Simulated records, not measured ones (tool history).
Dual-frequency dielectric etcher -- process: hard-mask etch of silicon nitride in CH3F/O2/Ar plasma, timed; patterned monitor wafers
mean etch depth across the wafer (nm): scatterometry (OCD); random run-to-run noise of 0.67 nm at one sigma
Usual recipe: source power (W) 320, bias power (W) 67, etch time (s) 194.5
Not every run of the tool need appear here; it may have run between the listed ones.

run    hour  source power (W)  bias power (W)  etch time (s)  wafers since the last listed run  hours since the last wet clean  hours since the last source power generator calibration  hours since the last bias power generator calibration  hours since the last upper electrode change  hours since the gauge calibration  read-back reference wafer on the same gauge, depth_nm  mean etch depth across the wafer (nm)
  1     0.0               320              67          241.0                                 0                            18.1                                                   1770.2                                                 2965.6                                       2372.8                             1514.2                                                  135.2                                  142.0
  2    55.6               320              67          194.5                               402                            73.7                                                   1825.8                                                 3021.2                                       2428.4                             1569.8                                                  134.9                                  114.8
  3   119.9               320              76          194.5                               465                           138.0                                                   1890.1                                                 3085.5                                       2492.7                             1634.1                                                  134.9                                  122.1
  4   196.5               320              76          194.5                               554                           214.6                                                   1966.7                                                 3162.1                                       2569.3                             1710.7                                                  135.0                                  123.0
  5   253.1               320              76          194.5                               409                           271.2                                                   2023.3                                                 3218.7                                       2625.9                             1767.3                                                  135.0                                  122.8
  6   347.5               320              67          194.5                               683                           365.6                                                   2117.7                                                 3313.1                                       2720.3                             1861.7                                                  134.9                                  115.8
  7   426.7               320              67          194.5                               573                           444.8                                                   2196.9                                                 3392.3                                       2799.5                             1940.9                                                  135.2                                  117.6
  8   481.4               320              67          194.5                               396                           499.5                                                   2251.6                                                 3447.0                                       2854.2                             1995.6                                                  135.1                                  116.5
      554.5  -- wet clean of the chamber
  9   585.8               320              67          194.5                               582                            31.3                                                   2356.0                                                 3551.4                                       2958.6                             2100.0                                                  135.0                                  113.2
 10   684.8               320              67          194.5                               716                           130.3                                                   2455.0                                                 3650.4                                       3057.6                             2199.0                                                  135.0                                  114.6
 11   727.5               350              67          194.5                               309                           173.0                                                   2497.7                                                 3693.1                                       3100.3                             2241.7                                                  135.0                                  120.4
      790.2  -- upper electrode replaced, of another model than before
 12   805.2               350              67          194.5                               388                           250.7                                                   2575.4                                                 3770.8                                         15.0                             2319.4                                                  135.2                                  119.5
 13   856.8               350              67          194.5                               373                           302.3                                                   2627.0                                                 3822.4                                         66.6                             2371.0                                                  135.0                                  120.5
 14   948.2               320              67          194.5                               661                           393.7                                                   2718.4                                                 3913.8                                        158.0                             2462.4                                                  135.0                                  114.3
 15  1087.4               270              84          137.0                              1008                           532.9                                                   2857.6                                                 4053.0                                        297.2                             2601.6                                                  134.9                                   83.7
     1141.0  -- wet clean of the chamber
 16  1162.4               320              60          172.5                               369                            21.4                                                   2932.6                                                 4128.0                                        372.2                             2676.6                                                  135.0                                   96.2
     1246.1  -- bias power generator calibrated
     1319.1  -- gauge calibrated
 17  1352.9               380              67          194.5                              1350                           211.9                                                   3123.1                                                  106.8                                        562.7                               33.8                                                  135.0                                  123.6
 18  1427.7               260              67          156.0                               541                           286.7                                                   3197.9                                                  181.6                                        637.5                              108.6                                                  135.0                                   83.7
 19  1507.1               320              82          194.5                               575                           366.1                                                   3277.3                                                  261.0                                        716.9                              188.0                                                  135.0                                  126.0
 20  1543.9               320              67          194.5                               266                           402.9                                                   3314.1                                                  297.8                                        753.7                              224.8                                                  134.9                                  115.8
     1584.8  -- source power generator calibrated
 21  1595.5               320              84          237.0                               344                           454.5                                                     10.7                                                  349.4                                        805.3                              276.4                                                  134.8                                  155.7
     1654.9  -- wet clean of the chamber
 22  1655.4               270              67          194.5                               259                             0.5                                                     70.6                                                  409.3                                        865.2                              336.3                                                  135.0                                  105.9
 23  1737.7               320              55          194.5                               596                            82.8                                                    152.9                                                  491.6                                        947.5                              418.6                                                  135.0                                  105.7
 24  1999.3               320              67          194.5                              1894                           344.4                                                    414.5                                                  753.2                                       1209.1                              680.2                                                  134.9                                  116.7
 25  2099.6               320              67          194.5                               726                           444.7                                                    514.8                                                  853.5                                       1309.4                              780.5                                                  134.8                                  115.9
 26  2186.7               320              67          194.5                               630                           531.8                                                    601.9                                                  940.6                                       1396.5                              867.6                                                  134.9                                  117.1
     2224.7  -- wet clean of the chamber
 27  2255.2               320              67          194.5                               322                            30.5                                                    670.4                                                 1009.1                                       1465.0                              936.1                                                  135.0                                  114.5
 28  2303.7               320              67          242.0                               351                            79.0                                                    718.9                                                 1057.6                                       1513.5                              984.6                                                  135.1                                  141.4

Consider 4 possible next runs. They are alternatives, not a sequence: every one starts from the tool as it was left by run 28. What does each give?
  A  2304.2               320              67          194.5                                 3                            79.5                                                    719.4                                                 1058.1                                       1514.0                              985.1                                                      ?                                      ?
  B  2304.2               320              53          194.5                                 3                            79.5                                                    719.4                                                 1058.1                                       1514.0                              985.1                                                      ?                                      ?
  C  2304.2               320              67          215.0                                 3                            79.5                                                    719.4                                                 1058.1                                       1514.0                              985.1                                                      ?                                      ?
  D  2304.2               380              57          229.5                                 3                            79.5                                                    719.4                                                 1058.1                                       1514.0                              985.1                                                      ?                                      ?

run  read-back reference wafer on the same gauge, depth_nm  mean etch depth across the wafer (nm)
  A                                                  135.0                                  114.2
  B                                                  135.0                                  103.6
  C                                                  135.0                                  126.2
  D                                                  135.0                                  136.2
With the hidden condition removed and each run's random variation left untouched, the same runs would have given:
run  mean etch depth across the wafer (nm)
  A                                  113.8
  B                                  103.2
  C                                  125.8
  D                                  135.7

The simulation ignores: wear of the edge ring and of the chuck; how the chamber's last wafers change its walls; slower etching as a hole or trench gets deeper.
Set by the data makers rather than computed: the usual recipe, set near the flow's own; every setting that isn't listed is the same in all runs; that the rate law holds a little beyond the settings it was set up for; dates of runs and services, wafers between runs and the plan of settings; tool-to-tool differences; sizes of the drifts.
